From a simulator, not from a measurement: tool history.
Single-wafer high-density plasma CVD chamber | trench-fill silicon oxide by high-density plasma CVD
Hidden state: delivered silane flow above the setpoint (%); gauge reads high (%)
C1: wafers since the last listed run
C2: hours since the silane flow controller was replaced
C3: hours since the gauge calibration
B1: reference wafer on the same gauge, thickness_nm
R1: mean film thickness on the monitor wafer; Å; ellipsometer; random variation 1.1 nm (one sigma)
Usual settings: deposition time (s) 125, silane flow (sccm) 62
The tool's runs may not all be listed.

{"run": 1, "day": 0.0, "deposition time (s)": 125, "silane flow (sccm)": 70, "C1": 0, "C2": 3180.6, "C3": 198.4, "B1": 762.195, "R1": 9023.99}
{"run": 2, "day": 1.058, "deposition time (s)": 125, "silane flow (sccm)": 70, "C1": 252, "C2": 3206, "C3": 223.8, "B1": 762.059, "R1": 9027.19}
{"run": 3, "day": 2.342, "deposition time (s)": 125, "silane flow (sccm)": 62, "C1": 306, "C2": 3236.8, "C3": 254.6, "B1": 761.732, "R1": 8013.95}
{"run": 4, "day": 3.258, "deposition time (s)": 125, "silane flow (sccm)": 62, "C1": 218, "C2": 3258.8, "C3": 276.6, "B1": 761.755, "R1": 8015.35}
{"run": 5, "day": 4.567, "deposition time (s)": 125, "silane flow (sccm)": 62, "C1": 312, "C2": 3290.2, "C3": 308, "B1": 762.107, "R1": 8022.85}
{"run": 6, "day": 5.192, "deposition time (s)": 130, "silane flow (sccm)": 55, "C1": 149, "C2": 3305.2, "C3": 323, "B1": 762.081, "R1": 7378.04}
{"day": 6.275, "done": "silane flow controller replaced"}
{"run": 7, "day": 6.454, "deposition time (s)": 130, "silane flow (sccm)": 55, "C1": 221, "C2": 4.3, "C3": 353.3, "B1": 762.083, "R1": 7039.69}
{"run": 8, "day": 7.042, "deposition time (s)": 130, "silane flow (sccm)": 55, "C1": 140, "C2": 18.4, "C3": 367.4, "B1": 762.051, "R1": 7039.22}
{"run": 9, "day": 7.733, "deposition time (s)": 125, "silane flow (sccm)": 62, "C1": 165, "C2": 35, "C3": 384, "B1": 762.027, "R1": 7647.21}
{"day": 7.883, "done": "gauge calibrated"}
{"run": 10, "day": 8.546, "deposition time (s)": 105, "silane flow (sccm)": 71, "C1": 193, "C2": 54.5, "C3": 15.9, "B1": 761.809, "R1": 7347.28}
{"run": 11, "day": 9.579, "deposition time (s)": 112, "silane flow (sccm)": 62, "C1": 246, "C2": 79.3, "C3": 40.7, "B1": 762.322, "R1": 6863.66}
{"run": 12, "day": 10.242, "deposition time (s)": 130, "silane flow (sccm)": 55, "C1": 158, "C2": 95.2, "C3": 56.6, "B1": 762.277, "R1": 7053.16}
{"run": 13, "day": 11.279, "deposition time (s)": 125, "silane flow (sccm)": 56, "C1": 247, "C2": 120.1, "C3": 81.5, "B1": 761.953, "R1": 6927.81}
{"run": 14, "day": 12.346, "deposition time (s)": 116, "silane flow (sccm)": 62, "C1": 254, "C2": 145.7, "C3": 107.1, "B1": 762.234, "R1": 7123.19}
{"run": 15, "day": 13.708, "deposition time (s)": 135, "silane flow (sccm)": 62, "C1": 325, "C2": 178.4, "C3": 139.8, "B1": 761.826, "R1": 8285.47}
{"run": 16, "day": 14.217, "deposition time (s)": 103, "silane flow (sccm)": 66, "C1": 121, "C2": 190.6, "C3": 152, "B1": 762.324, "R1": 6749.34}
{"run": 17, "day": 15.038, "deposition time (s)": 148, "silane flow (sccm)": 73, "C1": 195, "C2": 210.3, "C3": 171.7, "B1": 761.725, "R1": 10711.36}
{"run": 18, "day": 16.238, "deposition time (s)": 125, "silane flow (sccm)": 56, "C1": 286, "C2": 239.1, "C3": 200.5, "B1": 762.34, "R1": 6982.59}
{"run": 19, "day": 17.221, "deposition time (s)": 125, "silane flow (sccm)": 62, "C1": 234, "C2": 262.7, "C3": 224.1, "B1": 762.405, "R1": 7718.3}

Forecast each of these 4 alternatives for the next run:
{"run": "A", "day": 17.238, "deposition time (s)": 125, "silane flow (sccm)": 62, "C1": 3, "C2": 263.1, "C3": 224.5, "B1": "?", "R1": "?"}
{"run": "B", "day": 17.238, "deposition time (s)": 105, "silane flow (sccm)": 56, "C1": 3, "C2": 263.1, "C3": 224.5, "B1": "?", "R1": "?"}
{"run": "C", "day": 17.238, "deposition time (s)": 116, "silane flow (sccm)": 50, "C1": 3, "C2": 263.1, "C3": 224.5, "B1": "?", "R1": "?"}
{"run": "D", "day": 17.238, "deposition time (s)": 125, "silane flow (sccm)": 50, "C1": 3, "C2": 263.1, "C3": 224.5, "B1": "?", "R1": "?"}

run=A B1=762.34 R1=7718.71
run=B B1=762.34 R1=5856.26
run=C B1=762.34 R1=5776.58
run=D B1=762.34 R1=6224.76
Without the tool's hidden state the same runs would have given:
run=A R1=7632.31
run=B R1=5790.7
run=C R1=5711.92
run=D R1=6155.08
